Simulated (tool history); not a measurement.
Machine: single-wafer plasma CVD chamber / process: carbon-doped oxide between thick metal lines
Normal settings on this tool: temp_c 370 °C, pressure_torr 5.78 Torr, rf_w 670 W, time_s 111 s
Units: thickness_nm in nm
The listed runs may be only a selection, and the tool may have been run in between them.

run,day,temp_c,pressure_torr,rf_w,time_s,"read-back reference wafer on the same gauge, thickness_nm",thickness_nm
1,0.000,370,5.78,670,111,668.616,628.019
2,4.967,370,5.78,670,111,668.995,631.613
3,9.017,370,5.78,670,111,668.534,631.244
4,13.458,370,5.78,670,111,669.145,630.708
5,17.279,370,5.78,670,111,668.612,630.739
6,20.350,370,5.78,670,111,669.661,633.272
7,22.004,377,5.78,670,111,669.630,621.756
8,23.754,370,5.78,605,111,668.776,598.876
# day 27.017: showerhead replaced
9,27.804,370,5.78,670,111,669.215,632.019
# day 28.238: RF generator calibrated
10,29.333,370,5.78,670,111,669.227,631.554
11,33.383,370,5.78,640,116,669.401,648.811
# day 36.196: capacitance manometer re-zeroed and calibrated
12,37.046,370,5.78,670,111,668.972,632.107
13,39.096,360,5.78,670,111,668.773,645.292
14,41.867,370,5.78,670,122,668.710,696.063
15,46.046,366,6.69,670,111,669.040,649.452
16,49.904,360,5.78,670,111,668.418,641.197
17,52.758,370,7.17,555,90,669.464,476.099
18,56.188,357,6.55,670,119,668.951,707.086
# day 56.704: thermocouple changed; heater temperature recalibrated
19,59.646,370,5.78,670,125,669.304,714.359
# day 61.854: gauge calibrated
# day 62.308: RF generator calibrated
20,63.792,370,5.78,640,116,668.886,645.756
21,65.496,370,5.78,670,111,668.423,635.909
22,69.750,370,5.40,595,111,669.095,590.340
23,72.846,378,6.35,670,111,669.553,636.168
24,76.221,359,7.19,670,111,669.064,668.802
# day 77.467: thermocouple changed; heater temperature recalibrated, repeated, since the last time left the tool worse
25,78.412,378,5.78,780,111,668.634,673.163
26,81.650,370,5.78,670,111,668.402,629.671
27,83.996,378,5.30,570,93,669.750,467.332
28,88.250,370,5.78,670,111,668.605,627.614
29,92.038,370,5.78,670,111,669.198,628.958

Alternative continuations, all from the tool just after run 29; predict every row:
A,92.054,370,5.78,545,111,?,?
B,92.054,370,4.94,790,111,?,?
C,92.054,380,5.78,670,132,?,?

run,"read-back reference wafer on the same gauge, thickness_nm",thickness_nm
A,668.807,560.897
B,668.807,664.580
C,668.807,733.263
Without the tool's unlogged condition, the same runs would have read:
run,thickness_nm
A,559.760
B,663.233
C,731.915
